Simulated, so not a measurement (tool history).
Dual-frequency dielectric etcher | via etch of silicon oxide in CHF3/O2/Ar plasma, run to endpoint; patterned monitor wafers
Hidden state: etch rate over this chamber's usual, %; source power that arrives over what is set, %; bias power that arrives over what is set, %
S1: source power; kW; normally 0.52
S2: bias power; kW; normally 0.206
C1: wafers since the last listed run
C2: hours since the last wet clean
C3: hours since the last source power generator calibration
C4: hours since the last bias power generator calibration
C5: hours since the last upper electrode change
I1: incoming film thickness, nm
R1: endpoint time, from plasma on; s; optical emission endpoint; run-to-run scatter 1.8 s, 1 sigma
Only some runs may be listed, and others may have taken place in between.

| run | hour | S1 | S2 | C1 | C2 | C3 | C4 | C5 | I1 | R1 |
|---|---|---|---|---|---|---|---|---|---|---|
| 1 | 0 | 0.52 | 0.206 | 0 | 349.8 | 2359.5 | 991.6 | 3957.6 | 699.6 | 328.5 |
| 2 | 49.7 | 0.52 | 0.206 | 296 | 399.5 | 2409.2 | 1041.3 | 4007.3 | 694.4 | 325.1 |
| 3 | 113 | 0.52 | 0.206 | 378 | 462.8 | 2472.5 | 1104.6 | 4070.6 | 696.4 | 327 |
| 4 | 176.9 | 0.52 | 0.206 | 381 | 526.7 | 2536.4 | 1168.5 | 4134.5 | 705.1 | 327.3 |
| 5 | 233.8 | 0.52 | 0.206 | 339 | 583.6 | 2593.3 | 1225.4 | 4191.4 | 698.9 | 322.5 |
|  | 270.1 | wet clean of the chamber |
| 6 | 302.1 | 0.52 | 0.206 | 264 | 32 | 2661.6 | 1293.7 | 4259.7 | 704.4 | 341.3 |
| 7 | 361.2 | 0.52 | 0.206 | 353 | 91.1 | 2720.7 | 1352.8 | 4318.8 | 703.6 | 340.3 |
| 8 | 430 | 0.46 | 0.206 | 411 | 159.9 | 2789.5 | 1421.6 | 4387.6 | 700.3 | 356.3 |
| 9 | 504.2 | 0.46 | 0.206 | 443 | 234.1 | 2863.7 | 1495.8 | 4461.8 | 709.1 | 358.5 |
| 10 | 715.4 | 0.46 | 0.206 | 1261 | 445.3 | 3074.9 | 1707 | 4673 | 692.1 | 345.5 |
| 11 | 751 | 0.52 | 0.206 | 212 | 480.9 | 3110.5 | 1742.6 | 4708.6 | 695.1 | 327 |
|  | 778.4 | source power generator calibrated |
|  | 788.6 | bias power generator calibrated |
| 12 | 822 | 0.43 | 0.231 | 376 | 551.9 | 43.6 | 33.4 | 4779.6 | 696.1 | 338 |
| 13 | 880.6 | 0.48 | 0.224 | 350 | 610.5 | 102.2 | 92 | 4838.2 | 698.8 | 324.7 |
|  | 982.2 | wet clean of the chamber |
| 14 | 982.7 | 0.49 | 0.188 | 466 | 0.5 | 204.3 | 194.1 | 4940.3 | 700.4 | 366 |
| 15 | 1050 | 0.52 | 0.171 | 402 | 67.8 | 271.6 | 261.4 | 5007.6 | 703.4 | 370.5 |
|  | 1076.4 | upper electrode replaced |
| 16 | 1083.4 | 0.52 | 0.249 | 56 | 101.2 | 305 | 294.8 | 7 | 701.7 | 309.8 |
| 17 | 1136.9 | 0.52 | 0.206 | 319 | 154.7 | 358.5 | 348.3 | 60.5 | 693.1 | 334.2 |
| 18 | 1179.3 | 0.52 | 0.187 | 253 | 197.1 | 400.9 | 390.7 | 102.9 | 703.2 | 353.5 |
| 19 | 1241.5 | 0.52 | 0.206 | 371 | 259.3 | 463.1 | 452.9 | 165.1 | 699.1 | 336.2 |
| 20 | 1286.6 | 0.52 | 0.206 | 269 | 304.4 | 508.2 | 498 | 210.2 | 706.4 | 335.5 |
| 21 | 1322.3 | 0.56 | 0.17 | 213 | 340.1 | 543.9 | 533.7 | 245.9 | 709.7 | 355.4 |
| 22 | 1372.4 | 0.52 | 0.206 | 299 | 390.2 | 594 | 583.8 | 296 | 700.8 | 332.6 |
| 23 | 1425.1 | 0.62 | 0.192 | 314 | 442.9 | 646.7 | 636.5 | 348.7 | 698.5 | 311.4 |

5 options for the next run, each taken on its own from the tool as it stands now. Forecast them:
| A | 1425.6 | 0.52 | 0.242 | 2 | 443.4 | 647.2 | 637 | 349.2 | 699.1 | ? |
| B | 1425.6 | 0.47 | 0.191 | 2 | 443.4 | 647.2 | 637 | 349.2 | 699.1 | ? |
| C | 1425.6 | 0.43 | 0.206 | 2 | 443.4 | 647.2 | 637 | 349.2 | 699.1 | ? |
| D | 1425.6 | 0.43 | 0.185 | 2 | 443.4 | 647.2 | 637 | 349.2 | 699.1 | ? |
| E | 1425.6 | 0.63 | 0.252 | 2 | 443.4 | 647.2 | 637 | 349.2 | 699.1 | ? |

| run | R1 |
|---|---|
| A | 302.3 |
| B | 353.8 |
| C | 356.8 |
| D | 375.4 |
| E | 271.8 |
Take away the tool's hidden state, keep each run's random variation, and the runs would have read:
| run | R1 |
|---|---|
| A | 312.8 |
| B | 366.2 |
| C | 369.3 |
| D | 388.4 |
| E | 281.3 |
